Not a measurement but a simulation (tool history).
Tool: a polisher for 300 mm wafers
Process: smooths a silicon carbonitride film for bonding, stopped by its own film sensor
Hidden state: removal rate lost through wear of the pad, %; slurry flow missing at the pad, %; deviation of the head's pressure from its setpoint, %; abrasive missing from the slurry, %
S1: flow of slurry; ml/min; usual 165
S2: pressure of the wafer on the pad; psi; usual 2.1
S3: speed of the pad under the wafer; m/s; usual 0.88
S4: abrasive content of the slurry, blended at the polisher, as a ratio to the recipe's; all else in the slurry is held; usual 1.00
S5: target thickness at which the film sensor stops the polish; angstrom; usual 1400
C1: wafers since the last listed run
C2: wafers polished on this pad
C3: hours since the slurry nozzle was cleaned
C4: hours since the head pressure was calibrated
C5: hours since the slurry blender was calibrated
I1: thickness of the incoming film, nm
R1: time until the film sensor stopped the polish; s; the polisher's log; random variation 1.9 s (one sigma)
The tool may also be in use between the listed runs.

{"run": 1, "hour": 0.0, "S1": 165, "S2": 2.1, "S3": 0.88, "S4": 1.0, "S5": 1400, "C1": 0, "C2": 1346, "C3": 130.0, "C4": 74.7, "C5": 131.3, "I1": 168.2, "R1": 125.3}
{"run": 2, "hour": 41.4, "S1": 165, "S2": 2.1, "S3": 0.88, "S4": 1.0, "S5": 1400, "C1": 341, "C2": 1688, "C3": 171.4, "C4": 116.1, "C5": 172.7, "I1": 172.1, "R1": 142.2}
{"hour": 57.6, "done": "worn pad replaced by a new one"}
{"run": 3, "hour": 74.0, "S1": 165, "S2": 2.1, "S3": 0.88, "S4": 1.0, "S5": 1400, "C1": 236, "C2": 135, "C3": 204.0, "C4": 148.7, "C5": 205.3, "I1": 169.4, "R1": 124.9}
{"hour": 77.8, "done": "slurry nozzle cleaned"}
{"run": 4, "hour": 114.1, "S1": 130, "S2": 2.1, "S3": 0.88, "S4": 1.0, "S5": 1420, "C1": 322, "C2": 457, "C3": 36.3, "C4": 188.8, "C5": 245.4, "I1": 172.4, "R1": 134.2}
{"run": 5, "hour": 165.9, "S1": 165, "S2": 2.1, "S3": 0.88, "S4": 1.0, "S5": 1370, "C1": 427, "C2": 885, "C3": 88.1, "C4": 240.6, "C5": 297.2, "I1": 168.2, "R1": 133.9}
{"hour": 188.9, "done": "slurry blender recalibrated"}
{"run": 6, "hour": 235.2, "S1": 165, "S2": 2.1, "S3": 0.88, "S4": 1.0, "S5": 1370, "C1": 555, "C2": 1440, "C3": 157.4, "C4": 309.9, "C5": 46.3, "I1": 170.0, "R1": 144.2}
{"run": 7, "hour": 267.7, "S1": 165, "S2": 2.1, "S3": 0.88, "S4": 1.0, "S5": 1370, "C1": 268, "C2": 1708, "C3": 189.9, "C4": 342.4, "C5": 78.8, "I1": 172.5, "R1": 158.6}
{"hour": 293.7, "done": "worn pad replaced by a new one"}
{"hour": 313.8, "done": "slurry nozzle cleaned"}
{"run": 8, "hour": 323.3, "S1": 165, "S2": 2.1, "S3": 0.88, "S4": 1.0, "S5": 1400, "C1": 417, "C2": 235, "C3": 9.5, "C4": 398.0, "C5": 134.4, "I1": 169.4, "R1": 136.5}
{"run": 9, "hour": 411.5, "S1": 165, "S2": 2.1, "S3": 0.88, "S4": 1.0, "S5": 1400, "C1": 727, "C2": 963, "C3": 97.7, "C4": 486.2, "C5": 222.6, "I1": 170.3, "R1": 146.6}
{"hour": 446.0, "done": "head pressure recalibrated"}
{"run": 10, "hour": 473.0, "S1": 165, "S2": 2.1, "S3": 0.88, "S4": 1.0, "S5": 1400, "C1": 491, "C2": 1454, "C3": 159.2, "C4": 27.0, "C5": 284.1, "I1": 168.3, "R1": 137.7}
{"hour": 498.4, "done": "slurry blender recalibrated"}
{"run": 11, "hour": 501.6, "S1": 165, "S2": 2.1, "S3": 0.88, "S4": 1.0, "S5": 1400, "C1": 219, "C2": 1674, "C3": 187.8, "C4": 55.6, "C5": 3.2, "I1": 172.2, "R1": 156.7}
{"hour": 514.1, "done": "slurry nozzle cleaned"}
{"hour": 517.9, "done": "worn pad replaced by a new one, repeated, since the last time left the tool worse"}
{"run": 12, "hour": 557.4, "S1": 105, "S2": 1.8, "S3": 1.12, "S4": 1.1, "S5": 1400, "C1": 420, "C2": 325, "C3": 43.3, "C4": 111.4, "C5": 59.0, "I1": 170.8, "R1": 132.1}
{"run": 13, "hour": 598.7, "S1": 130, "S2": 2.1, "S3": 0.88, "S4": 0.75, "S5": 1400, "C1": 340, "C2": 666, "C3": 84.6, "C4": 152.7, "C5": 100.3, "I1": 168.2, "R1": 147.6}
{"run": 14, "hour": 629.3, "S1": 165, "S2": 1.5, "S3": 0.88, "S4": 1.0, "S5": 1400, "C1": 252, "C2": 919, "C3": 115.2, "C4": 183.3, "C5": 130.9, "I1": 170.7, "R1": 181.6}
{"run": 15, "hour": 698.5, "S1": 140, "S2": 2.1, "S3": 0.88, "S4": 1.2, "S5": 1480, "C1": 571, "C2": 1490, "C3": 184.4, "C4": 252.5, "C5": 200.1, "I1": 169.6, "R1": 87.6}
{"hour": 708.8, "done": "slurry nozzle cleaned"}
{"hour": 736.1, "done": "worn pad replaced by a new one"}
{"run": 16, "hour": 763.6, "S1": 165, "S2": 2.1, "S3": 0.88, "S4": 1.0, "S5": 1400, "C1": 495, "C2": 226, "C3": 54.8, "C4": 317.6, "C5": 265.2, "I1": 168.7, "R1": 119.6}
{"hour": 807.3, "done": "slurry blender recalibrated"}
{"run": 17, "hour": 824.9, "S1": 115, "S2": 2.1, "S3": 0.88, "S4": 1.0, "S5": 1400, "C1": 489, "C2": 716, "C3": 116.1, "C4": 378.9, "C5": 17.6, "I1": 167.5, "R1": 121.8}
{"run": 18, "hour": 864.0, "S1": 165, "S2": 2.1, "S3": 0.88, "S4": 1.1, "S5": 1400, "C1": 322, "C2": 1038, "C3": 155.2, "C4": 418.0, "C5": 56.7, "I1": 169.8, "R1": 118.6}
{"run": 19, "hour": 917.8, "S1": 195, "S2": 2.3, "S3": 0.58, "S4": 0.9, "S5": 1400, "C1": 443, "C2": 1482, "C3": 209.0, "C4": 471.8, "C5": 110.5, "I1": 169.2, "R1": 144.6}
{"hour": 926.2, "done": "slurry nozzle cleaned"}
{"hour": 962.4, "done": "worn pad replaced by a new one"}
{"run": 20, "hour": 982.5, "S1": 165, "S2": 2.5, "S3": 1.12, "S4": 1.0, "S5": 1370, "C1": 492, "C2": 165, "C3": 56.3, "C4": 536.5, "C5": 175.2, "I1": 168.8, "R1": 98.2}
{"hour": 1020.0, "done": "head pressure recalibrated"}
{"run": 21, "hour": 1025.5, "S1": 165, "S2": 2.1, "S3": 0.88, "S4": 1.0, "S5": 1400, "C1": 338, "C2": 503, "C3": 99.3, "C4": 5.5, "C5": 218.2, "I1": 169.0, "R1": 124.3}
{"run": 22, "hour": 1065.0, "S1": 165, "S2": 1.9, "S3": 0.88, "S4": 0.8, "S5": 1400, "C1": 325, "C2": 829, "C3": 138.8, "C4": 45.0, "C5": 257.7, "I1": 169.9, "R1": 163.0}

How the hidden state differs across the entries between the runs, from the last listed run before each to the first after it:
Between runs 2 and 3: worn pad replaced by a new one (hour 57.6)
  removal rate lost through wear of the pad, %: 5.31 -> 1.14
  measured less the result without the state, R1: +7.5 -> +1.4 s
Between runs 3 and 4: slurry nozzle cleaned (hour 77.8)
  removal rate lost through wear of the pad, %: 1.14 -> 2.05
  measured less the result without the state, R1: +1.4 -> +2.7 s
Between runs 5 and 6: slurry blender recalibrated (hour 188.9)
  removal rate lost through wear of the pad, %: 3.21 -> 4.78
  measured less the result without the state, R1: +4.3 -> +6.9 s
Between runs 7 and 8: worn pad replaced by a new one (hour 293.7); slurry nozzle cleaned (hour 313.8)
  removal rate lost through wear of the pad, %: 5.51 -> 11.3
  measured less the result without the state, R1: +8.7 -> +15.4 s
Between runs 9 and 10: head pressure recalibrated (hour 446.0)
  removal rate lost through wear of the pad, %: 13.3 -> 14.7
  measured less the result without the state, R1: +19.6 -> +20.3 s
Between runs 10 and 11: slurry blender recalibrated (hour 498.4)
  removal rate lost through wear of the pad, %: 14.7 -> 15.4
  measured less the result without the state, R1: +20.3 -> +24.1 s
Between runs 11 and 12: slurry nozzle cleaned (hour 514.1); worn pad replaced by a new one, repeated, since the last time left the tool worse (hour 517.9)
  removal rate lost through wear of the pad, %: 15.4 -> 0.949
  measured less the result without the state, R1: +24.1 -> +1.3 s
Between runs 15 and 16: slurry nozzle cleaned (hour 708.8); worn pad replaced by a new one (hour 736.1)
  removal rate lost through wear of the pad, %: 4.13 -> 0.99
  measured less the result without the state, R1: +3.6 -> +1.2 s
Between runs 16 and 17: slurry blender recalibrated (hour 807.3)
  removal rate lost through wear of the pad, %: 0.99 -> 2.37
  measured less the result without the state, R1: +1.2 -> +2.9 s
Between runs 19 and 20: slurry nozzle cleaned (hour 926.2); worn pad replaced by a new one (hour 962.4)
  removal rate lost through wear of the pad, %: 4.47 -> 1.23
  measured less the result without the state, R1: +6.4 -> +1.2 s
Between runs 20 and 21: head pressure recalibrated (hour 1020.0)
  removal rate lost through wear of the pad, %: 1.23 -> 2.2
  measured less the result without the state, R1: +1.2 -> +2.7 s

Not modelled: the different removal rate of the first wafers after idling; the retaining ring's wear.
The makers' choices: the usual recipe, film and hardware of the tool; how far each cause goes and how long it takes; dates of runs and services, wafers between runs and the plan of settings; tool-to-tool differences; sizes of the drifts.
